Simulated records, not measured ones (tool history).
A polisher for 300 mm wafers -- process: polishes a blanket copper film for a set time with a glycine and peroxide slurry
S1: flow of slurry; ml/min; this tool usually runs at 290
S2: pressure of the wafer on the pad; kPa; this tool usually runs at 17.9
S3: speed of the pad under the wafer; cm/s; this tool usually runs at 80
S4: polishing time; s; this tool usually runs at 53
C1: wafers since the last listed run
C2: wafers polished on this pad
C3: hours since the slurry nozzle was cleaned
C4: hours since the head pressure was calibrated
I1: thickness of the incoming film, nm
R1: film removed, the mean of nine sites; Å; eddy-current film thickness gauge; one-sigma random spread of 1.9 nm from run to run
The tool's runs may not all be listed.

| run | hour | S1 | S2 | S3 | S4 | C1 | C2 | C3 | C4 | I1 | R1 |
|---|---|---|---|---|---|---|---|---|---|---|---|
| 1 | 0 | 290 | 17.9 | 80 | 53 | 0 | 320 | 26.1 | 315.8 | 2159.6 | 2025 |
| 2 | 25.7 | 255 | 17.9 | 94 | 53 | 336 | 656 | 51.8 | 341.5 | 2152.4 | 2158 |
| 3 | 87.8 | 290 | 17.9 | 80 | 49 | 813 | 1470 | 113.9 | 403.6 | 2131.2 | 1746 |
| 4 | 125.5 | 290 | 17.9 | 80 | 53 | 493 | 1963 | 151.6 | 441.3 | 2172.4 | 1877 |
| 5 | 195.7 | 290 | 17.9 | 80 | 53 | 919 | 2883 | 221.8 | 511.5 | 2198.3 | 1819 |
| 6 | 231.8 | 290 | 17.9 | 80 | 53 | 472 | 3355 | 257.9 | 547.6 | 2164.5 | 1793 |
|  | 251.6 | head pressure recalibrated |
| 7 | 296.8 | 265 | 17.9 | 80 | 53 | 824 | 4180 | 322.9 | 45.2 | 2171 | 1909 |
|  | 356.5 | worn pad replaced by a new one |
| 8 | 367.7 | 265 | 17.9 | 80 | 53 | 876 | 147 | 393.8 | 116.1 | 2126.2 | 2018 |
| 9 | 401.8 | 265 | 17.9 | 80 | 53 | 446 | 593 | 427.9 | 150.2 | 2146.7 | 1946 |
|  | 425.6 | slurry nozzle cleaned |
| 10 | 437.8 | 290 | 17.9 | 80 | 53 | 458 | 1051 | 12.2 | 186.2 | 2134.2 | 1964 |
| 11 | 463.8 | 290 | 17.9 | 80 | 53 | 340 | 1392 | 38.2 | 212.2 | 2140.1 | 1926 |
| 12 | 529.7 | 290 | 17.9 | 80 | 53 | 862 | 2255 | 104.1 | 278.1 | 2182.9 | 1892 |
| 13 | 569.8 | 290 | 17.9 | 80 | 53 | 525 | 2780 | 144.2 | 318.2 | 2143.8 | 1818 |
| 14 | 623.2 | 290 | 17.9 | 80 | 53 | 699 | 3479 | 197.6 | 371.6 | 2151 | 1828 |
| 15 | 656.7 | 290 | 17.9 | 80 | 53 | 438 | 3918 | 231.1 | 405.1 | 2105.7 | 1810 |
| 16 | 713.6 | 290 | 24.1 | 68 | 36 | 745 | 4663 | 288 | 462 | 2142.1 | 1344 |
| 17 | 751.8 | 290 | 17.9 | 80 | 53 | 500 | 5163 | 326.2 | 500.2 | 2161.6 | 1777 |
|  | 758.1 | head pressure recalibrated |
|  | 789.4 | slurry nozzle cleaned |
| 18 | 789.9 | 250 | 15.9 | 106 | 46 | 459 | 5623 | 0.5 | 31.8 | 2147 | 1910 |

Expected results for the next run?
|  | 817.9 | worn pad replaced by a new one |
| 19 | 896.2 | 370 | 20.7 | 58 | 43 | 1339 | 1024 | 106.8 | 138.1 | 2169.9 | ? |

{"run 19": {"R1": 1468}}
On a tool with no hidden condition, and with the same random variation, this run would have come out at R1 1546 Å.

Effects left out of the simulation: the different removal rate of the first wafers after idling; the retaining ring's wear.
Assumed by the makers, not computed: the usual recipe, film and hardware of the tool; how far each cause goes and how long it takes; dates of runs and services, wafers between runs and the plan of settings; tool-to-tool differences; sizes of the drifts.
